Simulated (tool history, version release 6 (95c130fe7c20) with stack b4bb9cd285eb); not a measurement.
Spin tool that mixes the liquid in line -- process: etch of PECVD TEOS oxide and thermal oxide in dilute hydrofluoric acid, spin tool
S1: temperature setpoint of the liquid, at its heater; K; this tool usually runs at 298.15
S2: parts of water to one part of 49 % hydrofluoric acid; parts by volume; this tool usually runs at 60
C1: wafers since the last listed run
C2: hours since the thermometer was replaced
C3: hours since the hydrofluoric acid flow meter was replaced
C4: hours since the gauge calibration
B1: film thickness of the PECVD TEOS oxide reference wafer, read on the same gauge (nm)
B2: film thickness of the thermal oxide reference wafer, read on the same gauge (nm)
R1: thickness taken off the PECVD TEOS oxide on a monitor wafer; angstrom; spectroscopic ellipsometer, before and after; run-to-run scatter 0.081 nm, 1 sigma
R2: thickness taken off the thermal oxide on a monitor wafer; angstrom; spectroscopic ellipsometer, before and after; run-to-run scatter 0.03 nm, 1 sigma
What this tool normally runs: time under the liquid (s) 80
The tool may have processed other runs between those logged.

Run 1, hour 0: usual settings but S2 50 parts by volume; C1 0; C2 1732.1; C3 1560.7; C4 1738.6; B1 80.01; B2 59.99. Result: R1 215.2 angstrom, R2 89.6 angstrom.
Run 2, hour 44.4: usual settings but S2 50 parts by volume; C1 476; C2 1776.5; C3 1605.1; C4 1783; B1 80.02; B2 60. Result: R1 216 angstrom, R2 89.4 angstrom.
Run 3, hour 103: usual settings; C1 629; C2 1835.1; C3 1663.7; C4 1841.6; B1 80; B2 59.99. Result: R1 175.4 angstrom, R2 73.8 angstrom.
Run 4, hour 166.5: usual settings; C1 682; C2 1898.6; C3 1727.2; C4 1905.1; B1 80; B2 59.99. Result: R1 177.8 angstrom, R2 74.6 angstrom.
Run 5, hour 199.1: usual settings; C1 350; C2 1931.2; C3 1759.8; C4 1937.7; B1 80.01; B2 60. Result: R1 177.6 angstrom, R2 73.9 angstrom.
At hour 263.7: gauge calibrated.
Run 6, hour 283.1: usual settings; C1 902; C2 2015.2; C3 1843.8; C4 19.4; B1 80.01; B2 60. Result: R1 178.8 angstrom, R2 74.8 angstrom.
Run 7, hour 352: usual settings; C1 740; C2 2084.1; C3 1912.7; C4 88.3; B1 80; B2 59.99. Result: R1 179.6 angstrom, R2 75 angstrom.
At hour 381.8: hydrofluoric acid flow meter replaced.
Run 8, hour 412.9: usual settings but S1 300.15 K; C1 643; C2 2145; C3 31.1; C4 149.2; B1 80; B2 60.02. Result: R1 184.2 angstrom, R2 77.5 angstrom.
Run 9, hour 456.4: usual settings; C1 467; C2 2188.5; C3 74.6; C4 192.7; B1 80.01; B2 60. Result: R1 170.1 angstrom, R2 71 angstrom.
Run 10, hour 578.3: usual settings but S2 30 parts by volume, time under the liquid (s) 100; C1 1309; C2 2310.4; C3 196.5; C4 314.6; B1 80; B2 60. Result: R1 443.1 angstrom, R2 187.3 angstrom.
Run 11, hour 641: usual settings but S1 302.15 K, S2 80 parts by volume, time under the liquid (s) 50; C1 673; C2 2373.1; C3 259.2; C4 377.3; B1 80; B2 60. Result: R1 91.7 angstrom, R2 38.1 angstrom.
Run 12, hour 688.6: usual settings; C1 511; C2 2420.7; C3 306.8; C4 424.9; B1 80.01; B2 59.99. Result: R1 171.7 angstrom, R2 71.6 angstrom.
Run 13, hour 717.6: usual settings but S1 294.65 K, time under the liquid (s) 100; C1 311; C2 2449.7; C3 335.8; C4 453.9; B1 80.01; B2 60.01. Result: R1 187.7 angstrom, R2 77.7 angstrom.
At hour 726.7: thermometer replaced.
Run 14, hour 751.7: usual settings but S1 302.15 K, S2 45 parts by volume; C1 355; C2 25; C3 369.9; C4 488; B1 79.99; B2 60. Result: R1 263.3 angstrom, R2 111.6 angstrom.
Run 15, hour 787.6: usual settings but S2 35 parts by volume, time under the liquid (s) 50; C1 385; C2 60.9; C3 405.8; C4 523.9; B1 79.99; B2 59.99. Result: R1 183.5 angstrom, R2 76.9 angstrom.
Run 16, hour 858.4: usual settings but S1 300.15 K, S2 80 parts by volume; C1 760; C2 131.7; C3 476.6; C4 594.7; B1 80; B2 60.03. Result: R1 131.2 angstrom, R2 55 angstrom.
Run 17, hour 908.7: usual settings; C1 540; C2 182; C3 526.9; C4 645; B1 79.99; B2 59.99. Result: R1 166.7 angstrom, R2 70 angstrom.
Run 18, hour 965.5: usual settings but S2 40 parts by volume; C1 610; C2 238.8; C3 583.7; C4 701.8; B1 80; B2 60.01. Result: R1 256.3 angstrom, R2 108 angstrom.
Run 19, hour 1022.1: usual settings but S2 70 parts by volume; C1 608; C2 295.4; C3 640.3; C4 758.4; B1 79.99; B2 59.99. Result: R1 142.1 angstrom, R2 59.1 angstrom.
Run 20, hour 1057.6: usual settings; C1 381; C2 330.9; C3 675.8; C4 793.9; B1 79.99; B2 59.99. Result: R1 166.9 angstrom, R2 70.5 angstrom.
Run 21, hour 1082.6: usual settings but S1 295.65 K, S2 85 parts by volume, time under the liquid (s) 50; C1 268; C2 355.9; C3 700.8; C4 818.9; B1 79.99; B2 60. Result: R1 65.8 angstrom, R2 27.3 angstrom.
Run 22, hour 1116.9: usual settings; C1 368; C2 390.2; C3 735.1; C4 853.2; B1 80; B2 60. Result: R1 168.6 angstrom, R2 70.4 angstrom.
Run 23, hour 1173.8: usual settings but S1 302.65 K, S2 50 parts by volume, time under the liquid (s) 110; C1 611; C2 447.1; C3 792; C4 910.1; B1 80; B2 60. Result: R1 339.1 angstrom, R2 140.7 angstrom.
Run 24, hour 1236.9: usual settings; C1 677; C2 510.2; C3 855.1; C4 973.2; B1 79.99; B2 59.99. Result: R1 169.1 angstrom, R2 71 angstrom.
Run 25, hour 1274.1: usual settings; C1 399; C2 547.4; C3 892.3; C4 1010.4; B1 80; B2 59.99. Result: R1 170.4 angstrom, R2 71.7 angstrom.
Run 26, hour 1327.8: usual settings but S1 293.65 K, S2 45 parts by volume, time under the liquid (s) 110; C1 576; C2 601.1; C3 946; C4 1064.1; B1 80; B2 59.99. Result: R1 264.6 angstrom, R2 110.5 angstrom.

Branching from run 26: 4 alternative next runs. What would each branch give?
Run A, hour 1328.2: usual settings but time under the liquid (s) 65; C1 4; C2 601.5; C3 946.4; C4 1064.5; B1 ?; B2 ?. Result: R1 ?, R2 ?.
Run B, hour 1328.2: usual settings but S2 45 parts by volume, time under the liquid (s) 60; C1 4; C2 601.5; C3 946.4; C4 1064.5; B1 ?; B2 ?. Result: R1 ?, R2 ?.
Run C, hour 1328.2: usual settings but time under the liquid (s) 105; C1 4; C2 601.5; C3 946.4; C4 1064.5; B1 ?; B2 ?. Result: R1 ?, R2 ?.
Run D, hour 1328.2: usual settings but S1 296.65 K, S2 35 parts by volume, time under the liquid (s) 35; C1 4; C2 601.5; C3 946.4; C4 1064.5; B1 ?; B2 ?. Result: R1 ?, R2 ?.

run  B1  B2     R1    R2
  A  80  60  138.7  57.8
  B  80  60  174.1  72.6
  C  80  60    224  93.4
  D  80  60  124.4  51.8
With no hidden state in the tool, these same runs would have given:
run     R1    R2
  A  133.1  55.5
  B  167.1  69.7
  C    215  89.6
  D  119.4  49.8
